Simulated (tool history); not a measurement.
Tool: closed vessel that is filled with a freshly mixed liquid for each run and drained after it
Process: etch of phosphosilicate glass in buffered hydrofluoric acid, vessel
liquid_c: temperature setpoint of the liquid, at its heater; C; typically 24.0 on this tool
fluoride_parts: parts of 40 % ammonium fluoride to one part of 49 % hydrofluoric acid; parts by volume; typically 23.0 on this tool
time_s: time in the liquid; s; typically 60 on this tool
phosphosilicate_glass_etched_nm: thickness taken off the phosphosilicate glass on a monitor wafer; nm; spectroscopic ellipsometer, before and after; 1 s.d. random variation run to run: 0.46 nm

| run | hour | liquid_c | fluoride_parts | time_s | wafers since the last listed run | hours since the thermometer was replaced | hours since the hydrofluoric acid flow meter was replaced | hours since the gauge calibration | read-back film thickness of the phosphosilicate glass reference wafer, read on the same gauge (nm) | phosphosilicate_glass_etched_nm |
|---|---|---|---|---|---|---|---|---|---|---|
| 1 | 0.0 | 27.5 | 23.0 | 60 | 0 | 953.8 | 262.1 | 1533.5 | 109.98 | 162.92 |
| 2 | 58.2 | 27.5 | 23.0 | 60 | 4086 | 1012.0 | 320.3 | 1591.7 | 110.01 | 162.11 |
| 3 | 118.1 | 27.5 | 23.0 | 60 | 4206 | 1071.9 | 380.2 | 1651.6 | 110.00 | 163.08 |
| 4 | 150.5 | 24.0 | 23.0 | 60 | 2275 | 1104.3 | 412.6 | 1684.0 | 109.97 | 134.91 |
| 5 | 203.5 | 24.0 | 23.0 | 60 | 3721 | 1157.3 | 465.6 | 1737.0 | 109.98 | 134.97 |
| 6 | 253.0 | 24.0 | 23.0 | 60 | 3475 | 1206.8 | 515.1 | 1786.5 | 110.02 | 135.51 |
| 7 | 466.5 | 24.0 | 23.0 | 60 | 14991 | 1420.3 | 728.6 | 2000.0 | 109.99 | 136.28 |
| 8 | 510.3 | 28.0 | 28.0 | 60 | 3075 | 1464.1 | 772.4 | 2043.8 | 109.99 | 148.49 |
| 9 | 549.6 | 19.5 | 18.5 | 60 | 2759 | 1503.4 | 811.7 | 2083.1 | 109.99 | 127.57 |
| 10 | 620.2 | 24.0 | 23.0 | 60 | 4957 | 1574.0 | 882.3 | 2153.7 | 110.01 | 136.77 |
| 11 | 682.3 | 24.0 | 17.5 | 75 | 4360 | 1636.1 | 944.4 | 2215.8 | 109.99 | 217.98 |
|  | 702.5 | gauge calibrated |
| 12 | 734.7 | 24.0 | 23.0 | 60 | 3679 | 1688.5 | 996.8 | 32.2 | 109.96 | 137.33 |
| 13 | 792.9 | 27.5 | 23.0 | 60 | 4086 | 1746.7 | 1055.0 | 90.4 | 109.97 | 166.54 |
| 14 | 822.1 | 27.5 | 27.5 | 90 | 2050 | 1775.9 | 1084.2 | 119.6 | 110.03 | 221.29 |
| 15 | 893.5 | 24.0 | 23.0 | 60 | 5013 | 1847.3 | 1155.6 | 191.0 | 110.01 | 138.30 |
|  | 1052.1 | hydrofluoric acid flow meter replaced |
| 16 | 1086.3 | 21.0 | 27.0 | 35 | 13467 | 2040.1 | 34.2 | 383.8 | 110.04 | 58.77 |
| 17 | 1135.4 | 24.0 | 30.0 | 60 | 3447 | 2089.2 | 83.3 | 432.9 | 110.02 | 110.96 |
|  | 1199.1 | thermometer replaced |
| 18 | 1199.8 | 24.0 | 23.0 | 60 | 4451 | 0.7 | 147.7 | 497.3 | 110.01 | 133.37 |
| 19 | 1250.7 | 26.0 | 25.5 | 60 | 3574 | 51.6 | 198.6 | 548.2 | 109.98 | 139.11 |
| 20 | 1304.3 | 24.0 | 23.0 | 60 | 3763 | 105.2 | 252.2 | 601.8 | 109.98 | 133.64 |
| 21 | 1350.0 | 24.0 | 14.5 | 35 | 3208 | 150.9 | 297.9 | 647.5 | 110.00 | 118.59 |
| 22 | 1377.8 | 24.0 | 23.0 | 60 | 1952 | 178.7 | 325.7 | 675.3 | 109.98 | 133.61 |
| 23 | 1428.0 | 20.5 | 23.0 | 75 | 3524 | 228.9 | 375.9 | 725.5 | 110.03 | 138.70 |
| 24 | 1496.0 | 26.5 | 26.0 | 75 | 4774 | 296.9 | 443.9 | 793.5 | 110.02 | 176.87 |
| 25 | 1618.3 | 24.0 | 23.0 | 60 | 8587 | 419.2 | 566.2 | 915.8 | 110.00 | 134.96 |

Run 26 comes next. What will it give?
| 26 | 1673.8 | 24.0 | 19.0 | 60 | 3897 | 474.7 | 621.7 | 971.3 | ? | ? |

read-back film thickness of the phosphosilicate glass reference wafer, read on the same gauge (nm): 109.99
phosphosilicate_glass_etched_nm: 158.68 nm
Take away the tool's hidden state, keep the run-to-run variation as it was, and the same run would have given phosphosilicate_glass_etched_nm 153.74 nm.

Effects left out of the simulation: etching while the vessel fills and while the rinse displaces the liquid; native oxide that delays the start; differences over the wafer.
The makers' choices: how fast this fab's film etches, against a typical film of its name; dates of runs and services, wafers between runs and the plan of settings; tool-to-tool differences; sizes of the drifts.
